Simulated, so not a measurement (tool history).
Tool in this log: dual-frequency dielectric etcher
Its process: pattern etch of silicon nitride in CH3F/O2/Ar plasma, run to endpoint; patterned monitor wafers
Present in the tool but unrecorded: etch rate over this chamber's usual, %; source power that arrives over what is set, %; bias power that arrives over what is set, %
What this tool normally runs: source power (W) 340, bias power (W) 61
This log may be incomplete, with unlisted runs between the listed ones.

run   hour  source power (W)  bias power (W)  wafers since the last listed run  hours since the last wet clean  hours since the last source power generator calibration  hours since the last bias power generator calibration  hours since the last upper electrode change  incoming incoming film thickness, nm  endpoint time (s)
  1      0               340              61                                 0                           353.2                                                   3362.5                                                 2452.8                                       3840.7                                 35.49               58.2
  2   13.9               340              61                               207                           367.1                                                   3376.4                                                 2466.7                                       3854.6                                 35.35                 58
  3   22.5               340              61                               128                           375.7                                                     3385                                                 2475.3                                       3863.2                                 35.16               57.4
  4   37.3               340              73                               220                           390.5                                                   3399.8                                                 2490.1                                         3878                                 35.12                 55
  5   48.6               300              61                               168                           401.8                                                   3411.1                                                 2501.4                                       3889.3                                 35.44               61.3
  6   57.4               400              55                               131                           410.6                                                   3419.9                                                 2510.2                                       3898.1                                 35.28               55.1
  7   75.6               400              55                               271                           428.8                                                   3438.1                                                 2528.4                                       3916.3                                 35.64               55.6
  8   90.2               340              61                               217                           443.4                                                   3452.7                                                   2543                                       3930.9                                 35.23               57.2
  9   97.7               340              61                               111                           450.9                                                   3460.2                                                 2550.5                                       3938.4                                 35.25               57.2
 10    110               340              61                               183                           463.2                                                   3472.5                                                 2562.8                                       3950.7                                 35.06               56.9
     118.1  -- bias power generator calibrated
 11  124.1               320              61                               150                           477.3                                                   3486.6                                                      6                                       3964.8                                 35.73               59.3
 12  137.7               340              61                               202                           490.9                                                   3500.2                                                   19.6                                       3978.4                                 35.34               57.2
       170  -- upper electrode replaced
     190.5  -- wet clean of the chamber
 13    191               340              61                               131                             0.5                                                   3553.5                                                   72.9                                           21                                 35.04               59.1
 14  191.3               400              49                                 4                             0.8                                                   3553.8                                                   73.2                                         21.3                                 35.17               58.5
 15  191.6               340              49                                 4                             1.1                                                   3554.1                                                   73.5                                         21.6                                 34.96               62.3
 16  196.8               280              67                                77                             6.3                                                   3559.3                                                   78.7                                         26.8                                 35.15               63.5
 17  209.4               290              68                               187                            18.9                                                   3571.9                                                   91.3                                         39.4                                 35.28               61.8
 18  225.9               380              51                               245                            35.4                                                   3588.4                                                  107.8                                         55.9                                 35.66               59.7
 19  240.8               340              70                               222                            50.3                                                   3603.3                                                  122.7                                         70.8                                 35.46               57.7
 20  253.6               340              61                               190                            63.1                                                   3616.1                                                  135.5                                         83.6                                 35.07               58.9
 21  263.3               340              61                               144                            72.8                                                   3625.8                                                  145.2                                         93.3                                 35.23               59.2
       272  -- source power generator calibrated
 22  272.5               410              75                                77                              82                                                      0.5                                                  154.4                                        102.5                                 35.56               52.4
 23  278.1               280              75                                83                            87.6                                                      6.1                                                    160                                        108.1                                 35.62               61.7
 24    321               320              61                               639                           130.5                                                       49                                                  202.9                                          151                                 35.44               60.9
 25  332.7               340              61                               174                           142.2                                                     60.7                                                  214.6                                        162.7                                 35.04               58.5
 26  341.7               410              56                               134                           151.2                                                     69.7                                                  223.6                                        171.7                                 35.25               55.2
 27  355.1               340              61                               199                           164.6                                                     83.1                                                    237                                        185.1                                  35.1               58.2

Consider 4 possible next runs. They are alternatives, not a sequence: every one starts from the tool as it was left by run 27. What does each give?
  A  355.5               340              61                                 5                             165                                                     83.5                                                  237.4                                        185.5                                 35.16                  ?
  B  355.5               300              68                                 5                             165                                                     83.5                                                  237.4                                        185.5                                 35.16                  ?
  C  355.5               310              61                                 5                             165                                                     83.5                                                  237.4                                        185.5                                 35.16                  ?
  D  355.5               360              69                                 5                             165                                                     83.5                                                  237.4                                        185.5                                 35.16                  ?

run  endpoint time (s)
  A               58.4
  B                 60
  C               60.8
  D               55.2
With no hidden state in the tool, these same runs would have given:
run  endpoint time (s)
  A               59.4
  B                 61
  C               61.9
  D               56.2

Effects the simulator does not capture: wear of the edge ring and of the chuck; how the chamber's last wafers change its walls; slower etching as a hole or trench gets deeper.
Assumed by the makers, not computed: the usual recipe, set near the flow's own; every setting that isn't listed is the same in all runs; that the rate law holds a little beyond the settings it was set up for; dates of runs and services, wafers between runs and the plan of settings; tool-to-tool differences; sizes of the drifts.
